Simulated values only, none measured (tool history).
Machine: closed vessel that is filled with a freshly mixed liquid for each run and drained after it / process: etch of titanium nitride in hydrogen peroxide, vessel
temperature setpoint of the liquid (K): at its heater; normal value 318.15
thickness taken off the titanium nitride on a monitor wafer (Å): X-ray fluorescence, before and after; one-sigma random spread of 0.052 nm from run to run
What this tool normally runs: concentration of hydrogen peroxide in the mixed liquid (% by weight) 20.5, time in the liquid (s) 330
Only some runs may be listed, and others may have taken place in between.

run   hour  temperature setpoint of the liquid (K)  concentration of hydrogen peroxide in the mixed liquid (% by weight)  time in the liquid (s)  wafers since the last listed run  hours since the thermometer was replaced  hours since the peroxide flow meter was replaced  hours since the drum of peroxide was connected  hours since the gauge calibration  read-back film thickness of the titanium nitride reference wafer, read on the same gauge (nm)  thickness taken off the titanium nitride on a monitor wafer (Å)
  1      0                                  318.15                                                                  20.5                     330                                 0                                    1603.7                                              1980                                           563.2                              161.8                                                                                             80                                                             73.9
  2    8.7                                  318.15                                                                  20.5                     330                               508                                    1612.4                                            1988.7                                           571.9                              170.5                                                                                          79.99                                                             73.8
  3     18                                  318.15                                                                  20.5                     330                               543                                    1621.7                                              1998                                           581.2                              179.8                                                                                          80.01                                                             73.1
  4   24.6                                  318.15                                                                  20.5                     330                               385                                    1628.3                                            2004.6                                           587.8                              186.4                                                                                             80                                                             73.6
  5   35.1                                  318.15                                                                  20.5                     330                               613                                    1638.8                                            2015.1                                           598.3                              196.9                                                                                          79.99                                                             73.5
  6   49.5                                  318.15                                                                  20.5                     330                               841                                    1653.2                                            2029.5                                           612.7                              211.3                                                                                          80.01                                                             72.2
  7   56.7                                  318.15                                                                  20.5                     330                               420                                    1660.4                                            2036.7                                           619.9                              218.5                                                                                          80.01                                                             73.3
  8   90.7                                  318.15                                                                  20.5                     330                              1986                                    1694.4                                            2070.7                                           653.9                              252.5                                                                                             80                                                             72.9
      94.1  -- gauge calibrated
  9     97                                  318.15                                                                  20.5                     455                               368                                    1700.7                                              2077                                           660.2                                2.9                                                                                             80                                                             99.6
 10  106.5                                  318.15                                                                    19                     330                               555                                    1710.2                                            2086.5                                           669.7                               12.4                                                                                          79.98                                                             71.4
     110.9  -- thermometer replaced
     113.4  -- peroxide flow meter replaced
 11  113.8                                  318.15                                                                    19                     330                               309                                       2.9                                               0.4                                             677                               19.7                                                                                          79.98                                                             85.6
 12  123.7                                  318.15                                                                    19                     330                               578                                      12.8                                              10.3                                           686.9                               29.6                                                                                          79.99                                                             86.6
 13  135.2                                  318.15                                                                  20.5                     330                               672                                      24.3                                              21.8                                           698.4                               41.1                                                                                             80                                                             86.7
 14  142.3                                  327.65                                                                    22                     150                               414                                      31.4                                              28.9                                           705.5                               48.2                                                                                          80.01                                                             79.8
 15  150.7                                  323.15                                                                  20.5                     430                               490                                      39.8                                              37.3                                           713.9                               56.6                                                                                          79.99                                                            163.9
 16  161.1                                  309.65                                                                    19                     220                               607                                      50.2                                              47.7                                           724.3                                 67                                                                                          80.01                                                             29.4
     165.2  -- new drum of peroxide connected
 17    178                                  322.15                                                                  20.5                     245                               929                                      67.1                                              64.6                                            12.8                               83.9                                                                                             80                                                             86.5
 18  193.4                                  312.15                                                                  20.5                     495                               899                                      82.5                                                80                                            28.2                               99.3                                                                                          80.01                                                             81.7
 19  210.1                                  315.15                                                                    26                     460                               975                                      99.2                                              96.7                                            44.9                                116                                                                                          80.01                                                            100.9
 20    219                                  318.15                                                                  20.5                     330                               520                                     108.1                                             105.6                                            53.8                              124.9                                                                                          79.99                                                             86.5
 21  229.3                                  324.15                                                                    26                     445                               601                                     118.4                                             115.9                                            64.1                              135.2                                                                                          79.98                                                            189.7
 22  242.2                                  314.65                                                                  25.5                     505                               753                                     131.3                                             128.8                                              77                              148.1                                                                                             80                                                              106
 23  255.4                                  318.15                                                                  20.5                     150                               771                                     144.5                                               142                                            90.2                              161.3                                                                                          79.99                                                               39
 24  267.1                                  309.65                                                                    19                     220                               683                                     156.2                                             153.7                                           101.9                                173                                                                                          80.01                                                             29.6
 25  274.9                                  318.15                                                                  15.5                     330                               455                                       164                                             161.5                                           109.7                              180.8                                                                                          79.99                                                             81.1
 26  288.5                                  318.15                                                                  20.5                     330                               794                                     177.6                                             175.1                                           123.3                              194.4                                                                                          80.01                                                             85.1
 27  297.6                                  311.65                                                                    24                     330                               531                                     186.7                                             184.2                                           132.4                              203.5                                                                                          80.01                                                             53.8

Consider 4 possible next runs. They are alternatives, not a sequence: every one starts from the tool as it was left by run 27. What does each give?
  A  298.3                                  318.15                                                                  20.5                     330                                40                                     187.4                                             184.9                                           133.1                              204.2                                                                                              ?                                                                ?
  B  298.3                                  326.65                                                                  20.5                     430                                40                                     187.4                                             184.9                                           133.1                              204.2                                                                                              ?                                                                ?
  C  298.3                                  310.65                                                                    18                     200                                40                                     187.4                                             184.9                                           133.1                              204.2                                                                                              ?                                                                ?
  D  298.3                                  318.15                                                                    17                     450                                40                                     187.4                                             184.9                                           133.1                              204.2                                                                                              ?                                                                ?

run  read-back film thickness of the titanium nitride reference wafer, read on the same gauge (nm)  thickness taken off the titanium nitride on a monitor wafer (Å)
  A                                                                                          80.01                                                             85.4
  B                                                                                          80.01                                                            206.7
  C                                                                                          80.01                                                             28.4
  D                                                                                          80.01                                                            111.9
Without the tool's unlogged condition, the same runs would have read:
run  thickness taken off the titanium nitride on a monitor wafer (Å)
  A                                                             88.2
  B                                                            213.1
  C                                                             29.3
  D                                                            115.6
